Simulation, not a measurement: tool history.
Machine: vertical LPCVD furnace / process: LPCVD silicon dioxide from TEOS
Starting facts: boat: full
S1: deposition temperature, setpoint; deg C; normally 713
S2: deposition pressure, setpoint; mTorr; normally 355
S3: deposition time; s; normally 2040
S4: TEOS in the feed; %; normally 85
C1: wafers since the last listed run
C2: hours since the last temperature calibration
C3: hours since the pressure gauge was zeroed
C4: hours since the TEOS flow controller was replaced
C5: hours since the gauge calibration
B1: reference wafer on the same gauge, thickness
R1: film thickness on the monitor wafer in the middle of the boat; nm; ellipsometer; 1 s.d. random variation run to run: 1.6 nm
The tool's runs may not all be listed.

run	hour	S1	S2	S3	S4	C1	C2	C3	C4	C5	B1	R1
1	0	713	355	2040	85	0	2678.2	2173	5774.7	421.5	353.16	422.85
2	33	713	355	2040	85	508	2711.2	2206	5807.7	454.5	353.15	419.6
3	48.4	713	355	2040	85	237	2726.6	2221.4	5823.1	469.9	352.8	420.96
4	78	713	355	2040	85	456	2756.2	2251	5852.7	499.5	353.21	422.1
5	107.8	713	355	2040	85	459	2786	2280.8	5882.5	529.3	353.16	420.16
6	131.4	713	320	2040	85	363	2809.6	2304.4	5906.1	552.9	353.04	399.55
7	150.6	713	355	2040	97	295	2828.8	2323.6	5925.3	572.1	353.2	452.29
8	237.4	713	355	2040	97	1337	2915.6	2410.4	6012.1	658.9	353	454.22
9	258.4	713	355	2040	97	323	2936.6	2431.4	6033.1	679.9	353.18	456.45
10	290.9	713	355	1500	74	500	2969.1	2463.9	6065.6	712.4	353.06	295.13
# hour 291.4: gauge calibrated
11	316.4	713	355	2040	85	393	2994.6	2489.4	6091.1	25	352.92	430
12	332.8	713	355	2040	85	252	3011	2505.8	6107.5	41.4	352.65	429.4
13	366.7	713	355	2040	85	522	3044.9	2539.7	6141.4	75.3	352.85	429.91
14	389.7	713	355	2040	85	354	3067.9	2562.7	6164.4	98.3	353.09	430.77
15	406.9	704	405	1830	97	265	3085.1	2579.9	6181.6	115.5	353.1	359.11
# hour 448.7: TEOS flow controller replaced
16	449.2	713	355	2040	85	282	3127.4	2622.2	0.5	157.8	352.94	431.97
17	452.9	718	355	2370	85	57	3131.1	2625.9	4.2	161.5	353.05	559.01
18	469.8	723	400	1740	96	260	3148	2642.8	21.1	178.4	353.03	519.72
# hour 497.7: thermocouples replaced and temperature profile calibrated
19	498.2	723	355	1230	85	67	0.5	2671.2	49.5	206.8	353.03	300.14
20	521.1	710	355	1800	75	352	23.4	2694.1	72.4	229.7	353.22	308.13
21	533.9	713	355	2040	85	197	36.2	2706.9	85.2	242.5	353.08	401.63
# hour 572: pressure gauge zeroed
22	572.5	707	385	1320	90	225	74.8	0.5	123.8	281.1	352.95	242.22
23	578.3	706	295	2040	85	89	80.6	6.3	129.6	286.9	353.2	310.47
24	601.1	713	295	2040	85	351	103.4	29.1	152.4	309.7	352.88	362.78
25	633.2	708	355	1800	85	494	135.5	61.2	184.5	341.8	353.17	313.72
26	662.4	717	400	2610	85	450	164.7	90.4	213.7	371	353.05	595.72
27	693.5	705	295	1410	76	479	195.8	121.5	244.8	402.1	352.85	197.78
28	723	724	410	1830	93	454	225.3	151	274.3	431.6	353.28	516.26
29	814.8	704	355	1800	85	1414	317.1	242.8	366.1	523.4	352.77	288.82
30	832.8	713	355	2040	85	277	335.1	260.8	384.1	541.4	353.22	397.11
31	865.1	713	390	2040	85	497	367.4	293.1	416.4	573.7	352.94	418.63

Selected run-to-run steps in R1, each split into two signed amounts: the part the tool would show with no hidden state at all (from settings, incoming material and random variation), and the remainder, which goes to the hidden state together with any gauge scatter not common to the measured and the hidden-state-free results:
Hidden conditions of the tool in this case: true tube temperature minus thermocouple reading, K; true pressure minus gauge reading, mTorr; deviation of the TEOS flow from its setpoint, %; gauge reads high (%).
Run 9 -> 10: S3 2040 -> 1500, S4 97 -> 74. R1 -161.32 nm: hidden state -12.16, all else -149.16.
Run 10 -> 11: S3 1500 -> 2040, S4 74 -> 85, gauge calibrated. R1 +134.87 nm: hidden state +11.37, all else +123.5.
Run 18 -> 19: S2 400 -> 355, S3 1740 -> 1230, S4 96 -> 85, thermocouples replaced and temperature profile calibrated. R1 -219.58 nm: hidden state -40.21, all else -179.37.
Run 25 -> 26: S1 708 -> 717, S2 355 -> 400, S3 1800 -> 2610. R1 +282 nm: hidden state +5.14, all else +276.86.
Run 26 -> 27: S1 717 -> 705, S2 400 -> 295, S3 2610 -> 1410, S4 85 -> 76. R1 -397.94 nm: hidden state -7.26, all else -390.68.
Run 27 -> 28: S1 705 -> 724, S2 295 -> 410, S3 1410 -> 1830, S4 76 -> 93. R1 +318.48 nm: hidden state +5.77, all else +312.71.
